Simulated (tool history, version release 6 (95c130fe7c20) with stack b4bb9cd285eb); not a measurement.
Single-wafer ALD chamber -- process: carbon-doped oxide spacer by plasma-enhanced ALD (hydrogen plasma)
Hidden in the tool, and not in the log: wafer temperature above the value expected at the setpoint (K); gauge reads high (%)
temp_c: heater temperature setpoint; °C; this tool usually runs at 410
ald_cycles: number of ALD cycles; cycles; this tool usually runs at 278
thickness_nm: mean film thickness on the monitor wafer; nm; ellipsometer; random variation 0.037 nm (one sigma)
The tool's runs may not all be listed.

run,hour,temp_c,ald_cycles,wafers since the last listed run,hours since the last thermocouple change,hours since the gauge calibration,"read-back reference wafer on the same gauge, thickness_nm",thickness_nm
1,0,410,278,0,2560.1,105.2,13.94,14.876
2,17.2,410,266,22,2577.3,122.4,13.913,14.215
3,28.7,410,266,15,2588.8,133.9,13.929,14.233
4,44.5,410,278,21,2604.6,149.7,13.894,14.856
5,58.9,402,278,19,2619,164.1,13.884,15.336
6,72.7,402,278,18,2632.8,177.9,13.902,15.309
7,83.4,410,278,14,2643.5,188.6,13.881,14.878
8,89.7,416,278,8,2649.8,194.9,13.866,14.551
9,106.5,416,278,22,2666.6,211.7,13.869,14.513
10,118.7,416,278,16,2678.8,223.9,13.861,14.56
# hour 126.3: gauge calibrated
11,130.2,405,258,15,2690.3,3.9,13.992,14.155
12,143.9,410,278,18,2704,17.6,13.996,14.991
13,151.5,400,278,10,2711.6,25.2,13.976,15.408
# hour 160: thermocouple changed; heater temperature recalibrated
14,165.4,398,278,7,5.4,39.1,13.972,15.407
15,176.1,400,278,14,16.1,49.8,13.98,15.434
16,193.2,410,245,22,33.2,66.9,13.975,13.102
17,207.7,400,318,19,47.7,81.4,13.951,17.595
18,216.7,415,278,11,56.7,90.4,13.941,14.665
19,226.9,406,244,13,66.9,100.6,13.947,13.253
20,233.2,421,322,8,73.2,106.9,13.941,16.555
21,249.9,410,299,22,89.9,123.6,13.926,15.999
22,258.6,415,226,11,98.6,132.3,13.93,11.873
23,272.6,424,237,18,112.6,146.3,13.92,12.116
24,287.2,415,245,19,127.2,160.9,13.903,12.898
25,299.4,410,278,16,139.4,173.1,13.909,14.857

4 options for the next run, each taken on its own from the tool as it stands now. Forecast them:
A,300.2,410,305,1,140.2,173.9,?,?
B,300.2,410,315,1,140.2,173.9,?,?
C,300.2,420,327,1,140.2,173.9,?,?
D,300.2,421,278,1,140.2,173.9,?,?

run,"read-back reference wafer on the same gauge, thickness_nm",thickness_nm
A,13.913,16.301
B,13.913,16.835
C,13.913,16.86
D,13.913,14.281
Without the tool's hidden state the same runs would have given:
run,thickness_nm
A,16.414
B,16.952
C,16.977
D,14.38

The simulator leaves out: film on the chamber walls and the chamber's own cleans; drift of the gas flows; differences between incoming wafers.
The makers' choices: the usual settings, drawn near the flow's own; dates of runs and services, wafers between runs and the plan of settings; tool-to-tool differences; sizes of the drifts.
